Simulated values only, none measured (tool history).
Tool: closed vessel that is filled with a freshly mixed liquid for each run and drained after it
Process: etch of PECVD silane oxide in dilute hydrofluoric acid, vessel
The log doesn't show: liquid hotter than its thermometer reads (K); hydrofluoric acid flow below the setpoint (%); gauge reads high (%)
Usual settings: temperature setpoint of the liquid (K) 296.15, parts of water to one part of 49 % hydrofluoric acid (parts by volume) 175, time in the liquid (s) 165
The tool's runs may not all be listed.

| run | hour | temperature setpoint of the liquid (K) | parts of water to one part of 49 % hydrofluoric acid (parts by volume) | time in the liquid (s) | wafers since the last listed run | hours since the thermometer was replaced | hours since the hydrofluoric acid flow meter was replaced | hours since the gauge calibration | read-back film thickness of the PECVD silane oxide reference wafer, read on the same gauge (nm) | thickness taken off the PECVD silane oxide on a monitor wafer (Å) |
|---|---|---|---|---|---|---|---|---|---|---|
| 1 | 0 | 299.15 | 175 | 165 | 0 | 558.8 | 1265.8 | 902.8 | 109.99 | 377 |
|  | 31.8 | gauge calibrated |
| 2 | 63.3 | 299.15 | 175 | 165 | 6864 | 622.1 | 1329.1 | 31.5 | 109.99 | 374.2 |
| 3 | 110.4 | 299.15 | 175 | 165 | 5107 | 669.2 | 1376.2 | 78.6 | 110.02 | 374.3 |
|  | 139.4 | thermometer replaced |
| 4 | 163.2 | 296.15 | 145 | 165 | 5617 | 23.8 | 1429 | 131.4 | 109.98 | 411.4 |
| 5 | 219.3 | 296.15 | 145 | 165 | 6083 | 79.9 | 1485.1 | 187.5 | 110.01 | 416.4 |
| 6 | 276.2 | 296.15 | 145 | 165 | 6170 | 136.8 | 1542 | 244.4 | 109.98 | 417.1 |
| 7 | 320 | 296.15 | 175 | 205 | 4749 | 180.6 | 1585.8 | 288.2 | 110 | 407.9 |
| 8 | 361.1 | 296.15 | 175 | 205 | 4456 | 221.7 | 1626.9 | 329.3 | 110.02 | 409.2 |
| 9 | 393.8 | 296.15 | 175 | 205 | 3545 | 254.4 | 1659.6 | 362 | 109.98 | 407.5 |
| 10 | 437 | 296.15 | 175 | 165 | 4684 | 297.6 | 1702.8 | 405.2 | 110.02 | 326.8 |
| 11 | 499.6 | 296.15 | 175 | 165 | 6788 | 360.2 | 1765.4 | 467.8 | 110.03 | 330.3 |
| 12 | 558.3 | 296.15 | 175 | 130 | 6365 | 418.9 | 1824.1 | 526.5 | 110.01 | 261.1 |
|  | 601.3 | hydrofluoric acid flow meter replaced |
| 13 | 640.9 | 298.65 | 175 | 135 | 8848 | 501.5 | 39.6 | 609.1 | 110.03 | 308.3 |
| 14 | 675.9 | 301.15 | 215 | 110 | 3795 | 536.5 | 74.6 | 644.1 | 109.98 | 212.3 |
|  | 681.9 | thermometer replaced |
| 15 | 724.3 | 296.15 | 175 | 165 | 5139 | 42.4 | 123 | 692.5 | 110.02 | 341.6 |
| 16 | 771.8 | 294.15 | 175 | 195 | 5150 | 89.9 | 170.5 | 740 | 110.02 | 369.7 |
| 17 | 820 | 296.15 | 145 | 165 | 5226 | 138.1 | 218.7 | 788.2 | 109.97 | 422.3 |
| 18 | 874.3 | 292.15 | 245 | 110 | 5888 | 192.4 | 273 | 842.5 | 109.98 | 130.8 |
|  | 942 | gauge calibrated |
| 19 | 1048.4 | 291.65 | 145 | 130 | 18879 | 366.5 | 447.1 | 106.4 | 110.01 | 277.3 |
| 20 | 1099.7 | 296.15 | 175 | 240 | 5562 | 417.8 | 498.4 | 157.7 | 110 | 496.1 |
| 21 | 1146 | 296.15 | 175 | 165 | 5020 | 464.1 | 544.7 | 204 | 109.98 | 342.1 |
|  | 1295.7 | thermometer replaced |
| 22 | 1346.5 | 296.15 | 175 | 165 | 21633 | 50.8 | 745.2 | 404.5 | 110.01 | 338.5 |
| 23 | 1398.1 | 296.15 | 105 | 165 | 5595 | 102.4 | 796.8 | 456.1 | 110 | 606.5 |
| 24 | 1447.7 | 298.65 | 135 | 125 | 5378 | 152 | 846.4 | 505.7 | 109.99 | 387.6 |
| 25 | 1642 | 297.65 | 235 | 165 | 21069 | 346.3 | 1040.7 | 700 | 109.97 | 250.1 |
| 26 | 1840.4 | 293.15 | 260 | 165 | 21514 | 544.7 | 1239.1 | 898.4 | 110.01 | 185.8 |

3 ways to go on from here, each from the tool as it stands after run 26. What would each give?
| A | 1841.1 | 296.15 | 175 | 165 | 75 | 545.4 | 1239.8 | 899.1 | ? | ? |
| B | 1841.1 | 293.15 | 130 | 205 | 75 | 545.4 | 1239.8 | 899.1 | ? | ? |
| C | 1841.1 | 299.15 | 100 | 165 | 75 | 545.4 | 1239.8 | 899.1 | ? | ? |

| run | read-back film thickness of the PECVD silane oxide reference wafer, read on the same gauge (nm) | thickness taken off the PECVD silane oxide on a monitor wafer (Å) |
|---|---|---|
| A | 110 | 333.7 |
| B | 110 | 521.5 |
| C | 110 | 716.8 |
Without the tool's hidden state the same runs would have given:
| run | thickness taken off the PECVD silane oxide on a monitor wafer (Å) |
|---|---|
| A | 343.3 |
| B | 535.9 |
| C | 736.5 |

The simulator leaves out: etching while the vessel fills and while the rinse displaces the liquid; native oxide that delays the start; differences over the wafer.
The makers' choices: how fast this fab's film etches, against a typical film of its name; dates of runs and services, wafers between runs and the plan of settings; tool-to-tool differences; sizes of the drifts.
